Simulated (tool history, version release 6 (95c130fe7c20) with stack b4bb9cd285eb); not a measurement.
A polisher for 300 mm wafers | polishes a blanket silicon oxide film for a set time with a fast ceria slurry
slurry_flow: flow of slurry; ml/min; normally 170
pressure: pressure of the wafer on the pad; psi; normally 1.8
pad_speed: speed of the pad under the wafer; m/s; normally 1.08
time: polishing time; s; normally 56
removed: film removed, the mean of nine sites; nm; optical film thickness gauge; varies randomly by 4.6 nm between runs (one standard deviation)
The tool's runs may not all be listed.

| run | hour | slurry_flow | pressure | pad_speed | time | wafers since the last listed run | wafers polished on this pad | hours since the slurry nozzle was cleaned | hours since the head pressure was calibrated | incoming thickness of the incoming film, nm | removed |
|---|---|---|---|---|---|---|---|---|---|---|---|
| 1 | 0.0 | 170 | 1.8 | 0.86 | 56 | 0 | 616 | 133.1 | 595.8 | 1742.6 | 453.0 |
| 2 | 16.1 | 170 | 1.8 | 1.08 | 56 | 143 | 760 | 149.2 | 611.9 | 1750.5 | 564.9 |
| 3 | 25.9 | 170 | 1.8 | 1.08 | 56 | 87 | 848 | 159.0 | 621.7 | 1741.2 | 564.1 |
| 4 | 43.4 | 170 | 1.8 | 1.08 | 56 | 156 | 1004 | 176.5 | 639.2 | 1736.4 | 565.8 |
| 5 | 51.1 | 170 | 1.8 | 1.08 | 56 | 68 | 1073 | 184.2 | 646.9 | 1760.3 | 569.2 |
|  | 57.4 | slurry nozzle cleaned |
| 6 | 59.6 | 170 | 1.8 | 1.08 | 56 | 67 | 1140 | 2.2 | 655.4 | 1739.2 | 588.1 |
| 7 | 72.4 | 170 | 1.8 | 1.08 | 56 | 114 | 1254 | 15.0 | 668.2 | 1704.3 | 586.9 |
|  | 81.9 | worn pad replaced by a new one |
| 8 | 86.5 | 170 | 1.8 | 1.08 | 56 | 90 | 41 | 29.1 | 682.3 | 1713.3 | 575.9 |
| 9 | 100.3 | 170 | 1.8 | 1.08 | 56 | 123 | 164 | 42.9 | 696.1 | 1719.8 | 572.2 |
| 10 | 113.2 | 170 | 1.8 | 1.08 | 56 | 115 | 280 | 55.8 | 709.0 | 1713.3 | 572.3 |
| 11 | 120.2 | 170 | 1.8 | 1.08 | 56 | 62 | 342 | 62.8 | 716.0 | 1720.0 | 574.8 |
| 12 | 134.2 | 170 | 1.8 | 1.08 | 56 | 125 | 467 | 76.8 | 730.0 | 1721.8 | 568.7 |
| 13 | 144.3 | 170 | 1.8 | 1.20 | 56 | 90 | 558 | 86.9 | 740.1 | 1714.9 | 634.4 |
| 14 | 159.4 | 170 | 1.8 | 1.20 | 56 | 135 | 693 | 102.0 | 755.2 | 1751.9 | 636.8 |
| 15 | 172.0 | 170 | 1.8 | 1.20 | 56 | 112 | 805 | 114.6 | 767.8 | 1744.4 | 636.0 |
| 16 | 186.0 | 170 | 2.2 | 1.08 | 56 | 125 | 931 | 128.6 | 781.8 | 1733.3 | 693.6 |
|  | 189.0 | head pressure recalibrated |
| 17 | 198.6 | 170 | 2.4 | 1.08 | 56 | 94 | 1025 | 141.2 | 9.6 | 1725.0 | 746.8 |
| 18 | 215.3 | 200 | 2.2 | 1.08 | 56 | 149 | 1175 | 157.9 | 26.3 | 1727.8 | 708.9 |
| 19 | 224.6 | 170 | 1.8 | 0.98 | 69 | 83 | 1258 | 167.2 | 35.6 | 1727.9 | 630.8 |
|  | 229.4 | worn pad replaced by a new one |
| 20 | 240.9 | 170 | 1.8 | 1.08 | 56 | 110 | 102 | 183.5 | 51.9 | 1728.0 | 567.7 |
| 21 | 248.1 | 150 | 1.5 | 1.20 | 56 | 64 | 166 | 190.7 | 59.1 | 1702.0 | 502.9 |
| 22 | 262.3 | 155 | 2.0 | 0.82 | 70 | 127 | 293 | 204.9 | 73.3 | 1759.4 | 580.3 |
| 23 | 271.1 | 185 | 1.8 | 1.08 | 62 | 78 | 372 | 213.7 | 82.1 | 1719.5 | 628.5 |
| 24 | 279.6 | 200 | 2.2 | 1.08 | 56 | 76 | 448 | 222.2 | 90.6 | 1715.1 | 712.1 |
|  | 287.3 | slurry nozzle cleaned |
| 25 | 295.2 | 125 | 2.3 | 1.30 | 56 | 130 | 579 | 7.9 | 106.2 | 1751.8 | 852.1 |
| 26 | 302.6 | 200 | 2.2 | 1.08 | 56 | 66 | 645 | 15.3 | 113.6 | 1752.5 | 731.5 |
| 27 | 317.0 | 170 | 2.2 | 1.08 | 69 | 128 | 774 | 29.7 | 128.0 | 1707.8 | 879.3 |
| 28 | 329.8 | 225 | 1.8 | 1.08 | 56 | 114 | 888 | 42.5 | 140.8 | 1739.2 | 608.9 |
| 29 | 336.6 | 170 | 1.8 | 1.08 | 56 | 60 | 949 | 49.3 | 147.6 | 1741.5 | 581.2 |
| 30 | 351.4 | 130 | 2.1 | 1.08 | 56 | 132 | 1081 | 64.1 | 162.4 | 1764.0 | 633.5 |
|  | 365.3 | worn pad replaced by a new one |
| 31 | 368.9 | 170 | 1.8 | 1.18 | 56 | 120 | 32 | 81.6 | 179.9 | 1741.9 | 623.6 |
| 32 | 386.7 | 115 | 1.8 | 1.08 | 73 | 159 | 191 | 99.4 | 197.7 | 1710.0 | 672.6 |
| 33 | 397.9 | 170 | 1.8 | 1.08 | 73 | 100 | 291 | 110.6 | 208.9 | 1760.7 | 740.0 |

Consider 4 possible next runs. They are alternatives, not a sequence: every one starts from the tool as it was left by run 33. What does each give?
| A | 398.3 | 170 | 1.8 | 1.08 | 56 | 3 | 295 | 111.0 | 209.3 | 1748.9 | ? |
| B | 398.3 | 170 | 1.4 | 0.74 | 62 | 3 | 295 | 111.0 | 209.3 | 1748.9 | ? |
| C | 398.3 | 135 | 2.3 | 1.08 | 75 | 3 | 295 | 111.0 | 209.3 | 1748.9 | ? |
| D | 398.3 | 190 | 1.8 | 1.08 | 56 | 3 | 295 | 111.0 | 209.3 | 1748.9 | ? |

| run | removed |
|---|---|
| A | 572.9 |
| B | 338.0 |
| C | 932.9 |
| D | 584.6 |
Had the tool no hidden state, the same runs would have come out as:
| run | removed |
|---|---|
| A | 593.9 |
| B | 350.4 |
| C | 975.7 |
| D | 603.9 |
